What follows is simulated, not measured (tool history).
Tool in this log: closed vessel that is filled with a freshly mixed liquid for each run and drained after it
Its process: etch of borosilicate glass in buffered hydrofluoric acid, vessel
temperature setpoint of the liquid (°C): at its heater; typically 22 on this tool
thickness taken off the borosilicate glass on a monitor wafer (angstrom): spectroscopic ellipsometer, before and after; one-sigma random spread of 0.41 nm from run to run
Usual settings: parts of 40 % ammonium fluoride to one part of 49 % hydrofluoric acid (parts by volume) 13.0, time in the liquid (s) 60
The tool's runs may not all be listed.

| run | hour | temperature setpoint of the liquid (°C) | parts of 40 % ammonium fluoride to one part of 49 % hydrofluoric acid (parts by volume) | time in the liquid (s) | read-back film thickness of the borosilicate glass reference wafer, read on the same gauge (nm) | thickness taken off the borosilicate glass on a monitor wafer (angstrom) |
|---|---|---|---|---|---|---|
| 1 | 0.0 | 22 | 13.0 | 60 | 140.00 | 510.2 |
| 2 | 34.9 | 22 | 13.0 | 60 | 140.01 | 510.7 |
| 3 | 105.2 | 22 | 13.0 | 60 | 140.00 | 507.8 |
| 4 | 277.4 | 22 | 13.0 | 60 | 139.94 | 517.7 |
|  | 286.6 | hydrofluoric acid flow meter replaced |
| 5 | 345.3 | 22 | 13.0 | 60 | 139.99 | 515.3 |
| 6 | 397.4 | 22 | 13.0 | 60 | 140.00 | 528.9 |
| 7 | 428.9 | 22 | 13.0 | 60 | 139.99 | 528.2 |
| 8 | 500.0 | 22 | 13.0 | 60 | 139.98 | 516.1 |
| 9 | 546.9 | 22 | 13.0 | 60 | 139.99 | 531.9 |
|  | 582.3 | thermometer replaced |
|  | 600.3 | gauge calibrated |
| 10 | 615.9 | 22 | 13.0 | 60 | 140.02 | 545.1 |
| 11 | 641.4 | 22 | 11.5 | 60 | 139.99 | 628.6 |
|  | 813.2 | hydrofluoric acid flow meter replaced |
| 12 | 832.6 | 22 | 9.5 | 60 | 139.95 | 733.6 |
| 13 | 862.4 | 22 | 9.5 | 60 | 139.99 | 731.1 |
|  | 921.8 | thermometer replaced, repeated, since the last time left the tool worse |
| 14 | 929.5 | 22 | 9.5 | 60 | 139.97 | 676.2 |
| 15 | 961.0 | 22 | 13.0 | 60 | 140.03 | 518.8 |
| 16 | 1025.4 | 22 | 13.0 | 60 | 140.00 | 511.5 |
| 17 | 1210.5 | 22 | 13.0 | 70 | 139.98 | 605.1 |

What does the tool deliver on the next run?
| 18 | 1236.9 | 18 | 13.0 | 80 | ? | ? |

{"run 18": {"read-back film thickness of the borosilicate glass reference wafer, read on the same gauge (nm)": 140.01, "thickness taken off the borosilicate glass on a monitor wafer (angstrom)": 559.7}}
With no hidden state in the tool, this same run would have given thickness taken off the borosilicate glass on a monitor wafer (angstrom) 549.2.

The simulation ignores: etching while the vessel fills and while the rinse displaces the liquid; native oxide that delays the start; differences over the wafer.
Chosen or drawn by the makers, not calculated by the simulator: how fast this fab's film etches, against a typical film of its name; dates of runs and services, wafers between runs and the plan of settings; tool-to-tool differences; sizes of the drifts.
